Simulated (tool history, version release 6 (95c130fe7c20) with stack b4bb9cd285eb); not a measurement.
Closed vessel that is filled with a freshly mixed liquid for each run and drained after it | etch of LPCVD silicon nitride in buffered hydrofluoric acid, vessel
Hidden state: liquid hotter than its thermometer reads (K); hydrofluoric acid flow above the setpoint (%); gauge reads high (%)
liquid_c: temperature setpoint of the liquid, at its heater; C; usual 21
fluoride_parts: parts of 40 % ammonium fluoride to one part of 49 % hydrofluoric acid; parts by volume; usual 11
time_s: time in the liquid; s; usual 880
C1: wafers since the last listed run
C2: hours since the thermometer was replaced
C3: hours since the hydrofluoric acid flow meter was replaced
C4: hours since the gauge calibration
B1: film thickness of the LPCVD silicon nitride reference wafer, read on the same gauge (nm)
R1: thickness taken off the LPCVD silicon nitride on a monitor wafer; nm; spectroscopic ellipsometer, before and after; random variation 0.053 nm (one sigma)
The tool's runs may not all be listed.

Run 1, hour 0: usual settings; C1 0; C2 605.8; C3 785.9; C4 678; B1 150.01. Result: R1 9.41 nm.
Run 2, hour 32: usual settings; C1 1278; C2 637.8; C3 817.9; C4 710; B1 149.98. Result: R1 9.47 nm.
Run 3, hour 73.8: usual settings; C1 1669; C2 679.6; C3 859.7; C4 751.8; B1 149.96. Result: R1 9.49 nm.
At hour 86.5: hydrofluoric acid flow meter replaced.
Run 4, hour 128.5: usual settings but liquid_c 23.5 C; C1 2145; C2 734.3; C3 42; C4 806.5; B1 150.06. Result: R1 10.81 nm.
Run 5, hour 174.8: usual settings but liquid_c 23.5 C; C1 1849; C2 780.6; C3 88.3; C4 852.8; B1 150.01. Result: R1 10.81 nm.
Run 6, hour 223.6: usual settings but fluoride_parts 12 parts by volume; C1 1949; C2 829.4; C3 137.1; C4 901.6; B1 149.99. Result: R1 8.74 nm.
Run 7, hour 287.1: usual settings but liquid_c 17.5 C; C1 2536; C2 892.9; C3 200.6; C4 965.1; B1 150.01. Result: R1 7.88 nm.
Run 8, hour 312.3: usual settings; C1 1006; C2 918.1; C3 225.8; C4 990.3; B1 150.01. Result: R1 9.56 nm.
Run 9, hour 337.3: usual settings; C1 998; C2 943.1; C3 250.8; C4 1015.3; B1 150. Result: R1 9.57 nm.
Run 10, hour 362.1: usual settings; C1 990; C2 967.9; C3 275.6; C4 1040.1; B1 149.95. Result: R1 9.55 nm.
Run 11, hour 394.6: usual settings but liquid_c 18.5 C, time_s 1340 s; C1 1298; C2 1000.4; C3 308.1; C4 1072.6; B1 150.02. Result: R1 12.68 nm.
Run 12, hour 428.3: usual settings; C1 1346; C2 1034.1; C3 341.8; C4 1106.3; B1 149.99. Result: R1 9.59 nm.
At hour 476.6: gauge calibrated.
Run 13, hour 497.8: usual settings but liquid_c 17 C, fluoride_parts 12.5 parts by volume, time_s 405 s; C1 2776; C2 1103.6; C3 411.3; C4 21.2; B1 150.03. Result: R1 3.14 nm.
Run 14, hour 545.2: usual settings but liquid_c 23 C; C1 1893; C2 1151; C3 458.7; C4 68.6; B1 149.97. Result: R1 10.7 nm.
Run 15, hour 570.2: usual settings but fluoride_parts 9 parts by volume, time_s 650 s; C1 998; C2 1176; C3 483.7; C4 93.6; B1 150.02. Result: R1 8.34 nm.
Run 16, hour 623.3: usual settings but liquid_c 17.5 C, fluoride_parts 8 parts by volume, time_s 1360 s; C1 2121; C2 1229.1; C3 536.8; C4 146.7; B1 150. Result: R1 16.36 nm.
At hour 670.4: thermometer replaced.
Run 17, hour 670.9: usual settings but time_s 1305 s; C1 1861; C2 0.5; C3 584.4; C4 194.3; B1 149.95. Result: R1 13.31 nm.
Run 18, hour 734.2: usual settings but liquid_c 17.5 C, fluoride_parts 12.5 parts by volume, time_s 545 s; C1 2528; C2 63.8; C3 647.7; C4 257.6; B1 149.97. Result: R1 4.06 nm.
Run 19, hour 795.8: usual settings but liquid_c 24 C, time_s 645 s; C1 2460; C2 125.4; C3 709.3; C4 319.2; B1 150.03. Result: R1 7.9 nm.
Run 20, hour 853.8: usual settings but liquid_c 19.5 C, fluoride_parts 8 parts by volume, time_s 545 s; C1 2316; C2 183.4; C3 767.3; C4 377.2; B1 150.01. Result: R1 6.91 nm.
At hour 878.3: hydrofluoric acid flow meter replaced.
Run 21, hour 918.5: usual settings; C1 2544; C2 248.1; C3 40.2; C4 441.9; B1 150.02. Result: R1 9.18 nm.
Run 22, hour 978.7: usual settings but liquid_c 17 C; C1 2404; C2 308.3; C3 100.4; C4 502.1; B1 149.93. Result: R1 7.35 nm.
Run 23, hour 1024.1: usual settings; C1 1813; C2 353.7; C3 145.8; C4 547.5; B1 149.99. Result: R1 9.34 nm.
Run 24, hour 1090.4: usual settings but liquid_c 17 C, fluoride_parts 14 parts by volume, time_s 1260 s; C1 2648; C2 420; C3 212.1; C4 613.8; B1 149.99. Result: R1 8.36 nm.
Run 25, hour 1128.2: usual settings but liquid_c 25 C, fluoride_parts 7 parts by volume; C1 1509; C2 457.8; C3 249.9; C4 651.6; B1 150.01. Result: R1 17.78 nm.
Run 26, hour 1162.2: usual settings but fluoride_parts 12.5 parts by volume; C1 1358; C2 491.8; C3 283.9; C4 685.6; B1 150.05. Result: R1 8.18 nm.
Run 27, hour 1203.8: usual settings; C1 1661; C2 533.4; C3 325.5; C4 727.2; B1 150.02. Result: R1 9.3 nm.
Run 28, hour 1228.3: usual settings but liquid_c 25.5 C, time_s 545 s; C1 978; C2 557.9; C3 350; C4 751.7; B1 149.96. Result: R1 7.41 nm.
Run 29, hour 1290.1: usual settings; C1 2468; C2 619.7; C3 411.8; C4 813.5; B1 150.04. Result: R1 9.4 nm.
Run 30, hour 1361.6: usual settings but liquid_c 19.5 C; C1 2856; C2 691.2; C3 483.3; C4 885; B1 150.02. Result: R1 8.76 nm.
Run 31, hour 1386.3: usual settings but liquid_c 17 C, fluoride_parts 7 parts by volume, time_s 1025 s; C1 986; C2 715.9; C3 508; C4 909.7; B1 150.02. Result: R1 13.37 nm.

5 ways to go on from here, each from the tool as it stands after run 31. What would each give?
Run A, hour 1387.2: usual settings but liquid_c 24 C; C1 35; C2 716.8; C3 508.9; C4 910.6; B1 ?. Result: R1 ?.
Run B, hour 1387.2: usual settings but fluoride_parts 12.5 parts by volume, time_s 1370 s; C1 35; C2 716.8; C3 508.9; C4 910.6; B1 ?. Result: R1 ?.
Run C, hour 1387.2: usual settings but time_s 745 s; C1 35; C2 716.8; C3 508.9; C4 910.6; B1 ?. Result: R1 ?.
Run D, hour 1387.2: usual settings but liquid_c 19.5 C, fluoride_parts 14.5 parts by volume, time_s 395 s; C1 35; C2 716.8; C3 508.9; C4 910.6; B1 ?. Result: R1 ?.
Run E, hour 1387.2: usual settings but liquid_c 17 C, fluoride_parts 8 parts by volume, time_s 1355 s; C1 35; C2 716.8; C3 508.9; C4 910.6; B1 ?. Result: R1 ?.

run      B1     R1
  A  149.97  11.13
  B  149.97  12.97
  C  149.97   7.99
  D  149.97   2.97
  E  149.97  15.48
Without the tool's hidden state the same runs would have given:
run     R1
  A  10.66
  B  12.41
  C   7.65
  D   2.84
  E   14.8
